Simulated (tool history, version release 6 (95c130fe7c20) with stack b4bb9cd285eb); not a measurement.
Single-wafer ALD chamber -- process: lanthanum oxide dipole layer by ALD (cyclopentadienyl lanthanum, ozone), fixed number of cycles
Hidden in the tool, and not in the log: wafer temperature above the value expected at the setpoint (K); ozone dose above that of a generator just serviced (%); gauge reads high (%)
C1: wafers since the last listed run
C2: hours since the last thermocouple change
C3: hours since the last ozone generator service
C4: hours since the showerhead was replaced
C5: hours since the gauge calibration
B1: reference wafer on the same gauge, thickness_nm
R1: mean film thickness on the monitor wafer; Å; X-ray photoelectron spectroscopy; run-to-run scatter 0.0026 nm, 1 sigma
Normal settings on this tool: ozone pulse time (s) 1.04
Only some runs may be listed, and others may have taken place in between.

run 1 day=0 | ozone_pulse_time_(s)=1.2 | C1=0 C2=508.4 C3=285.4 C4=2659.9 C5=360 | B1=0.595 | R1=5.41
run 2 day=2.738 | ozone_pulse_time_(s)=1.2 | C1=846 C2=574.1 C3=351.1 C4=2725.6 C5=425.7 | B1=0.595 | R1=5.3
run 3 day=11.225 | ozone_pulse_time_(s)=1.2 | C1=2625 C2=777.8 C3=554.8 C4=2929.3 C5=629.4 | B1=0.594 | R1=5.37
run 4 day=13.942 | ozone_pulse_time_(s)=1.04 | C1=840 C2=843 C3=620 C4=2994.5 C5=694.6 | B1=0.595 | R1=5.17
run 5 day=17.938 | ozone_pulse_time_(s)=1.04 | C1=1235 C2=938.9 C3=715.9 C4=3090.4 C5=790.5 | B1=0.597 | R1=5.17
run 6 day=22.079 | ozone_pulse_time_(s)=1.28 | C1=1280 C2=1038.3 C3=815.3 C4=3189.8 C5=889.9 | B1=0.596 | R1=5.37
run 7 day=25.325 | ozone_pulse_time_(s)=1.04 | C1=1003 C2=1116.2 C3=893.2 C4=3267.7 C5=967.8 | B1=0.596 | R1=5.18
run 8 day=27.312 | ozone_pulse_time_(s)=1.37 | C1=614 C2=1163.9 C3=940.9 C4=3315.4 C5=1015.5 | B1=0.595 | R1=5.39
run 9 day=31.588 | ozone_pulse_time_(s)=1.37 | C1=1322 C2=1266.5 C3=1043.5 C4=3418 C5=1118.1 | B1=0.594 | R1=5.44
run 10 day=33.825 | ozone_pulse_time_(s)=1.37 | C1=692 C2=1320.2 C3=1097.2 C4=3471.7 C5=1171.8 | B1=0.595 | R1=5.46
-- day=34.504 showerhead replaced
run 11 day=36.304 | ozone_pulse_time_(s)=1.04 | C1=663 C2=1379.7 C3=1156.7 C4=43.2 C5=1231.3 | B1=0.595 | R1=5.09
run 12 day=39.758 | ozone_pulse_time_(s)=1.04 | C1=1068 C2=1462.6 C3=1239.6 C4=126.1 C5=1314.2 | B1=0.595 | R1=5.06
run 13 day=41.792 | ozone_pulse_time_(s)=1.04 | C1=628 C2=1511.4 C3=1288.4 C4=174.9 C5=1363 | B1=0.595 | R1=5.08
-- day=43.446 gauge calibrated
run 14 day=44.704 | ozone_pulse_time_(s)=1.04 | C1=900 C2=1581.3 C3=1358.3 C4=244.8 C5=30.2 | B1=0.595 | R1=5.08
run 15 day=49.075 | ozone_pulse_time_(s)=0.74 | C1=1351 C2=1686.2 C3=1463.2 C4=349.7 C5=135.1 | B1=0.594 | R1=4.64
run 16 day=50.979 | ozone_pulse_time_(s)=1.45 | C1=588 C2=1731.9 C3=1508.9 C4=395.4 C5=180.8 | B1=0.596 | R1=5.46
run 17 day=54.221 | ozone_pulse_time_(s)=1.04 | C1=1002 C2=1809.7 C3=1586.7 C4=473.2 C5=258.6 | B1=0.595 | R1=5.1
-- day=55.958 ozone generator serviced
run 18 day=57.583 | ozone_pulse_time_(s)=1.04 | C1=936 C2=1890.4 C3=39 C4=553.9 C5=339.3 | B1=0.595 | R1=4.82
run 19 day=60.067 | ozone_pulse_time_(s)=1.37 | C1=768 C2=1950 C3=98.6 C4=613.5 C5=398.9 | B1=0.595 | R1=5.2
run 20 day=63.471 | ozone_pulse_time_(s)=0.73 | C1=1052 C2=2031.7 C3=180.3 C4=695.2 C5=480.6 | B1=0.594 | R1=4.32
-- day=65.367 thermocouple changed; heater temperature recalibrated
run 21 day=67.629 | ozone_pulse_time_(s)=1.41 | C1=1183 C2=54.3 C3=280.1 C4=795 C5=580.4 | B1=0.596 | R1=5.2
run 22 day=69.329 | ozone_pulse_time_(s)=0.7 | C1=525 C2=95.1 C3=320.9 C4=835.8 C5=621.2 | B1=0.594 | R1=4.26
-- day=70.7 ozone generator serviced, repeated, since the last time left the tool worse
run 23 day=71.904 | ozone_pulse_time_(s)=1.04 | C1=693 C2=156.9 C3=28.9 C4=897.6 C5=683 | B1=0.594 | R1=5.23
run 24 day=75.146 | ozone_pulse_time_(s)=0.78 | C1=1002 C2=234.7 C3=106.7 C4=975.4 C5=760.8 | B1=0.594 | R1=4.86
run 25 day=77.983 | ozone_pulse_time_(s)=1.43 | C1=877 C2=302.8 C3=174.8 C4=1043.5 C5=828.9 | B1=0.595 | R1=5.53
run 26 day=80.429 | ozone_pulse_time_(s)=1.36 | C1=756 C2=361.5 C3=233.5 C4=1102.2 C5=887.6 | B1=0.594 | R1=5.47
run 27 day=82.583 | ozone_pulse_time_(s)=0.93 | C1=666 C2=413.2 C3=285.2 C4=1153.9 C5=939.3 | B1=0.594 | R1=5.05
run 28 day=86.879 | ozone_pulse_time_(s)=1.3 | C1=1328 C2=516.3 C3=388.3 C4=1257 C5=1042.4 | B1=0.595 | R1=5.43

What if the next run were any one of these 5? Each begins from the tool's condition after run 28:
run A day=86.896 | ozone_pulse_time_(s)=1.23 | C1=5 C2=516.7 C3=388.7 C4=1257.4 C5=1042.8 | B1=? | R1=?
run B day=86.896 | ozone_pulse_time_(s)=1.15 | C1=5 C2=516.7 C3=388.7 C4=1257.4 C5=1042.8 | B1=? | R1=?
run C day=86.896 | ozone_pulse_time_(s)=0.75 | C1=5 C2=516.7 C3=388.7 C4=1257.4 C5=1042.8 | B1=? | R1=?
run D day=86.896 | ozone_pulse_time_(s)=1.26 | C1=5 C2=516.7 C3=388.7 C4=1257.4 C5=1042.8 | B1=? | R1=?
run E day=86.896 | ozone_pulse_time_(s)=0.84 | C1=5 C2=516.7 C3=388.7 C4=1257.4 C5=1042.8 | B1=? | R1=?

run=A B1=0.595 R1=5.34
run=B B1=0.595 R1=5.27
run=C B1=0.595 R1=4.76
run=D B1=0.595 R1=5.36
run=E B1=0.595 R1=4.9
Stripped of hidden state, with their random variation kept, the same runs would have yielded:
run=A R1=5.41
run=B R1=5.34
run=C R1=4.86
run=D R1=5.43
run=E R1=4.99

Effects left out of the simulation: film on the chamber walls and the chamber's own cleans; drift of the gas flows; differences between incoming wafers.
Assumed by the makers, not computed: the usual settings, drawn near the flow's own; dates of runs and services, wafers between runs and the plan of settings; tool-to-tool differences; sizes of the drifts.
